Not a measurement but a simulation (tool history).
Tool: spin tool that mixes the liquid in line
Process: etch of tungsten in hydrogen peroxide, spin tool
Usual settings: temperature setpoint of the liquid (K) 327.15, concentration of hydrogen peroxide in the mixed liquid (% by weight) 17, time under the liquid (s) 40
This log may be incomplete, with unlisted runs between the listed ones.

run,hour,temperature setpoint of the liquid (K),concentration of hydrogen peroxide in the mixed liquid (% by weight),time under the liquid (s),"read-back film thickness of the tungsten reference wafer, read on the same gauge (nm)",thickness taken off the tungsten on a monitor wafer (Å)
1,0,327.15,15.5,40,30.01,384.9
# hour 54.9: new drum of peroxide connected
2,60.7,327.15,15.5,40,30,400
3,96.9,327.15,15.5,40,29.98,395.3
4,177.4,325.15,17,40,29.96,362
5,242.8,325.15,17,40,30.01,361.6
6,329.9,333.15,17,40,29.97,575
# hour 389.3: new drum of peroxide connected
7,401.3,327.15,17,40,30.01,416.2
8,478.7,327.15,17,40,29.99,416.2
9,543.2,327.15,17,40,29.99,409.5
10,584.2,330.15,17,40,29.97,488.1
11,621.5,327.15,17,60,29.98,610.7
# hour 636.6: gauge calibrated
12,693.7,324.15,17,40,29.98,337
# hour 744.3: new drum of peroxide connected
# hour 754.7: peroxide flow meter replaced
# hour 780.6: heated supply line repaired
13,794.9,327.15,17,20,29.99,205.1
# hour 804.4: thermometer replaced
14,841.3,327.15,17,40,30,413
15,921.1,327.15,21,40,30.01,456.2
# hour 1021.5: new drum of peroxide connected
16,1023.8,334.15,20,50,29.98,851.5

Measured less the same run without the tool's hidden state. The same run-to-run variation is in both; the gauge's scatter may not be:
Hidden state at play: liquid hotter than its thermometer reads (K); peroxide flow below the setpoint (%); temperature lost on the way to the wafer (K); peroxide weaker than its label (%); gauge reads high (%).
run,thickness taken off the tungsten on a monitor wafer (Å)
1,-17.7
2,-2.7
3,-4.4
4,-7.9
5,-11
6,-24.4
7,-2.3
8,-6.5
9,-9.7
10,-14.4
11,-21
12,-14.9
13,-3.1
14,-8.8
15,-14.6
16,-6.1
